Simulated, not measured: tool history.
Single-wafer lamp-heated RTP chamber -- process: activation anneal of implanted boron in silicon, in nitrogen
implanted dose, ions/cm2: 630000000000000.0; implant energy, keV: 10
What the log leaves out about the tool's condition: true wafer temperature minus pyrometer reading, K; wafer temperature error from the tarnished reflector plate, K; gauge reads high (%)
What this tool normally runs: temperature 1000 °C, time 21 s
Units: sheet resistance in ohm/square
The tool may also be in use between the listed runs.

run,hour,temperature,time,wafers since the last listed run,wafers since the last pyrometer calibration,wafers since the reflector plate was cleaned,hours since the gauge calibration,"read-back reference wafer on the same gauge, sheet resistance",sheet resistance
1,0,1000,21,0,1545,6730,155.9,158.95,187.3
# hour 56.8: reflector plate cleaned
2,57.3,1000,21,795,2340,8,213.2,158.86,187.59
3,106.3,987,14,790,3131,798,262.2,159.13,191.62
# hour 163.4: pyrometer window cleaned and pyrometer calibrated
4,224.1,1000,21,1770,979,2569,380,159.03,187.61
5,289.9,1000,13,1061,2040,3630,445.8,159.06,188.4
6,330.7,1000,13,658,2698,4288,486.6,158.88,188.63
# hour 342.4: gauge calibrated
7,391.7,1000,21,983,3682,5272,49.3,159.16,187.23
# hour 421.5: pyrometer window cleaned and pyrometer calibrated
8,423.2,1030,30,379,28,5651,80.8,158.86,184.26
9,456.5,1014,32,537,565,6188,114.1,158.88,185.34
10,518.7,1000,21,1003,1568,7191,176.3,158.99,187.53
11,548.9,1011,12,487,2055,7678,206.5,159.02,187.7
# hour 558.1: reflector plate cleaned
12,582.4,1008,15,411,2466,391,240,158.89,186.77
13,620.6,1013,21,616,3082,1007,278.2,159,185.68
14,679.4,1029,29,948,4031,1955,337,159.02,183.19
# hour 706: pyrometer window cleaned and pyrometer calibrated
15,720.2,987,26,529,229,2484,377.8,158.97,191.55

How would selected steps in sheet resistance from run to run divide? Give the signed amount a tool lacking its hidden state would still show from settings, what came in and random variation, and the signed amount left for the hidden state, including any gauge scatter that is not in both of the compared results.
Run 3 -> 4: temperature 987 -> 1000, time 14 -> 21, pyrometer window cleaned and pyrometer calibrated. sheet resistance -4.01 ohm/square: hidden state +2.72, all else -6.73.
Run 14 -> 15: temperature 1029 -> 987, time 29 -> 26, pyrometer window cleaned and pyrometer calibrated. sheet resistance +8.36 ohm/square: hidden state +0.52, all else +7.84.
